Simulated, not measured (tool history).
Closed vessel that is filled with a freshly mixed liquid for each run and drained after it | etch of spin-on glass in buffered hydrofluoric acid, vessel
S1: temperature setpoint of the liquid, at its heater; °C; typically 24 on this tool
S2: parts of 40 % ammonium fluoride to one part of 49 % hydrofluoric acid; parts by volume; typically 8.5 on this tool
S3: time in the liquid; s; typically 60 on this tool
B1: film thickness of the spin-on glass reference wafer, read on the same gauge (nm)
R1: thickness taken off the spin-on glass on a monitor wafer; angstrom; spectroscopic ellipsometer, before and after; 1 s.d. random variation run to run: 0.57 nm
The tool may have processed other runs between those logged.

run 1 day=0 | S1=24 S2=8.5 S3=60 | B1=69.99 | R1=1407.4
run 2 day=2.325 | S1=24 S2=8.5 S3=60 | B1=69.98 | R1=1402.8
run 3 day=3.546 | S1=24 S2=8.5 S3=60 | B1=69.94 | R1=1396.8
run 4 day=6.5 | S1=24 S2=11.5 S3=60 | B1=70.03 | R1=1081
run 5 day=7.846 | S1=24 S2=11.5 S3=60 | B1=69.98 | R1=1076.4
run 6 day=10.838 | S1=24 S2=11.5 S3=60 | B1=70 | R1=1072.4
run 7 day=13.388 | S1=25 S2=8.5 S3=60 | B1=70.03 | R1=1479.2
run 8 day=14.996 | S1=25 S2=8.5 S3=60 | B1=70 | R1=1481.2
run 9 day=17.129 | S1=25 S2=8.5 S3=60 | B1=69.97 | R1=1467.4
run 10 day=18.296 | S1=21.5 S2=8.5 S3=60 | B1=69.95 | R1=1211
run 11 day=21.192 | S1=21.5 S2=8.5 S3=60 | B1=69.94 | R1=1217.7
run 12 day=24.008 | S1=21.5 S2=8.5 S3=60 | B1=69.99 | R1=1214
-- day=24.775 hydrofluoric acid flow meter replaced
run 13 day=26.025 | S1=24 S2=10.5 S3=60 | B1=69.98 | R1=1172.5
run 14 day=27.967 | S1=24 S2=8.5 S3=60 | B1=69.97 | R1=1383.3
run 15 day=28.992 | S1=24 S2=8.5 S3=60 | B1=70.02 | R1=1388
run 16 day=36.867 | S1=24 S2=7.5 S3=60 | B1=69.97 | R1=1578.8
-- day=38.829 gauge calibrated
run 17 day=39.246 | S1=20.5 S2=10 S3=80 | B1=70.01 | R1=1327
run 18 day=41.688 | S1=29 S2=7 S3=50 | B1=70.04 | R1=1860
run 19 day=43.525 | S1=24 S2=6 S3=45 | B1=69.95 | R1=1463.4
-- day=44.171 thermometer replaced
run 20 day=45.925 | S1=20 S2=8.5 S3=60 | B1=69.99 | R1=1124.7
run 21 day=47.462 | S1=24 S2=8.5 S3=40 | B1=70.02 | R1=938.1
run 22 day=50.233 | S1=24 S2=11.5 S3=60 | B1=69.99 | R1=1071.6
run 23 day=52.067 | S1=27.5 S2=11 S3=60 | B1=69.97 | R1=1358
run 24 day=53.804 | S1=24 S2=8.5 S3=60 | B1=70.03 | R1=1405.5
run 25 day=55.454 | S1=24 S2=8.5 S3=60 | B1=70.03 | R1=1401.3
run 26 day=57.662 | S1=24 S2=5 S3=60 | B1=70 | R1=2287.9
run 27 day=59 | S1=24 S2=8.5 S3=75 | B1=70.02 | R1=1747.6
run 28 day=61.212 | S1=27 S2=5.5 S3=60 | B1=70 | R1=2487.9
run 29 day=65.658 | S1=24 S2=12 S3=60 | B1=69.97 | R1=1030.2
run 30 day=68.296 | S1=29 S2=7 S3=50 | B1=69.98 | R1=1874.5
run 31 day=71.079 | S1=26 S2=10.5 S3=30 | B1=70.02 | R1=651.6
run 32 day=76.288 | S1=24 S2=8.5 S3=60 | B1=70.06 | R1=1383.1

Alternative continuations, all from the tool just after run 32; predict every row:
run A day=76.317 | S1=24 S2=8.5 S3=60 | B1=? | R1=?
run B day=76.317 | S1=28 S2=6 S3=30 | B1=? | R1=?
run C day=76.317 | S1=28 S2=6 S3=35 | B1=? | R1=?
run D day=76.317 | S1=27 S2=12 S3=45 | B1=? | R1=?

run=A B1=69.99 R1=1400.1
run=B B1=69.99 R1=1223.9
run=C B1=69.99 R1=1427.9
run=D B1=69.99 R1=909.5
Had the tool no hidden state, the same runs would have come out as:
run=A R1=1420.1
run=B R1=1240.9
run=C R1=1447.8
run=D R1=922.3
